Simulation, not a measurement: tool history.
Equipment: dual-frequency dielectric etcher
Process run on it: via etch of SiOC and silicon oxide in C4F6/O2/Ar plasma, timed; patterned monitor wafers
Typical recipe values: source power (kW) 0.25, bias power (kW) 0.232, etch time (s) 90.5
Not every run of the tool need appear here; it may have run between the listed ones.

run,day,source power (kW),bias power (kW),etch time (s),wafers since the last listed run,hours since the last wet clean,hours since the last source power generator calibration,hours since the last bias power generator calibration,hours since the last upper electrode change,hours since the gauge calibration,"read-back reference wafer on the same gauge, depth_nm",mean etch depth across the wafer (angstrom)
1,0,0.25,0.232,90.5,0,105,1902.5,3208.7,3479,1640.9,104.5,935
2,1.354,0.25,0.232,90.5,252,137.5,1935,3241.2,3511.5,1673.4,104.8,941
3,3.179,0.25,0.232,90.5,340,181.3,1978.8,3285,3555.3,1717.2,104.9,944
4,10.412,0.25,0.232,90.5,1350,354.9,2152.4,3458.6,3728.9,1890.8,105.5,958
5,12.879,0.25,0.232,90.5,460,414.1,2211.6,3517.8,3788.1,1950,106.3,957
# day 16.429: wet clean of the chamber
6,16.45,0.25,0.232,90.5,479,0.5,2297.3,3603.5,3873.8,2035.7,106.4,969
7,18.288,0.25,0.232,90.5,342,44.6,2341.4,3647.6,3917.9,2079.8,106.8,959
8,21.258,0.25,0.232,90.5,554,115.9,2412.7,3718.9,3989.2,2151.1,107.2,973
9,23.925,0.25,0.232,90.5,497,179.9,2476.7,3782.9,4053.2,2215.1,107.5,980
10,25.533,0.25,0.232,90.5,300,218.5,2515.3,3821.5,4091.8,2253.7,108,979
11,26.838,0.25,0.232,90.5,243,249.8,2546.6,3852.8,4123.1,2285,108,978
# day 28.6: upper electrode replaced
# day 28.646: bias power generator calibrated
# day 33.867: gauge calibrated
# day 35.583: wet clean of the chamber
12,35.604,0.25,0.232,90.5,1254,0.5,2757,167,168.1,41.7,100,900
13,36.175,0.23,0.271,109,106,14.2,2770.7,180.7,181.8,55.4,99.9,1118
14,38.925,0.28,0.206,110,513,80.2,2836.7,246.7,247.8,121.4,100.3,1095
15,39.929,0.28,0.189,117.5,187,104.3,2860.8,270.8,271.9,145.5,100,1130
# day 42.338: source power generator calibrated
16,42.55,0.23,0.232,105,458,167.2,5.1,333.7,334.8,208.4,100.2,1020
17,44.329,0.25,0.289,90.5,332,209.9,47.8,376.4,377.5,251.1,100.2,991
18,47.25,0.27,0.232,98.5,545,280,117.9,446.5,447.6,321.2,100.1,1000
19,49.004,0.28,0.232,67,327,322.1,160,488.6,489.7,363.3,100.2,689
# day 52.667: wet clean of the chamber
20,57.654,0.25,0.232,90.5,1427,119.7,367.6,696.2,697.3,570.9,100.7,906
21,60.292,0.31,0.289,64,492,183,430.9,759.5,760.6,634.2,100.6,724
22,61.508,0.31,0.187,107.5,227,212.2,460.1,788.7,789.8,663.4,100.6,1070
23,63.488,0.25,0.176,64,369,259.7,507.6,836.2,837.3,710.9,100.5,583
24,66.121,0.25,0.232,113.5,491,322.9,570.8,899.4,900.5,774.1,101,1145
25,67.496,0.27,0.287,77.5,256,355.9,603.8,932.4,933.5,807.1,100.9,856
# day 69.279: wet clean of the chamber
26,69.375,0.25,0.288,103,164,2.3,648.9,977.5,978.6,852.2,100.9,1118
27,71.717,0.23,0.274,100.5,437,58.5,705.1,1033.7,1034.8,908.4,100.9,1049
28,74.183,0.25,0.232,90.5,460,117.7,764.3,1092.9,1094,967.6,101.1,910
29,76.192,0.3,0.188,90.5,374,165.9,812.5,1141.1,1142.2,1015.8,101.6,909

Each row is a separate what-if for the run after 29, all from the same tool condition, not one after another. Results?
A,76.208,0.25,0.209,90.5,3,166.3,812.9,1141.5,1142.6,1016.2,?,?
B,76.208,0.25,0.232,71,3,166.3,812.9,1141.5,1142.6,1016.2,?,?
C,76.208,0.29,0.247,83.5,3,166.3,812.9,1141.5,1142.6,1016.2,?,?
D,76.208,0.28,0.232,90.5,3,166.3,812.9,1141.5,1142.6,1016.2,?,?

run,"read-back reference wafer on the same gauge, depth_nm",mean etch depth across the wafer (angstrom)
A,101.8,879
B,101.8,714
C,101.8,890
D,101.8,936
With no hidden state in the tool, these same runs would have given:
run,mean etch depth across the wafer (angstrom)
A,870
B,706
C,880
D,926

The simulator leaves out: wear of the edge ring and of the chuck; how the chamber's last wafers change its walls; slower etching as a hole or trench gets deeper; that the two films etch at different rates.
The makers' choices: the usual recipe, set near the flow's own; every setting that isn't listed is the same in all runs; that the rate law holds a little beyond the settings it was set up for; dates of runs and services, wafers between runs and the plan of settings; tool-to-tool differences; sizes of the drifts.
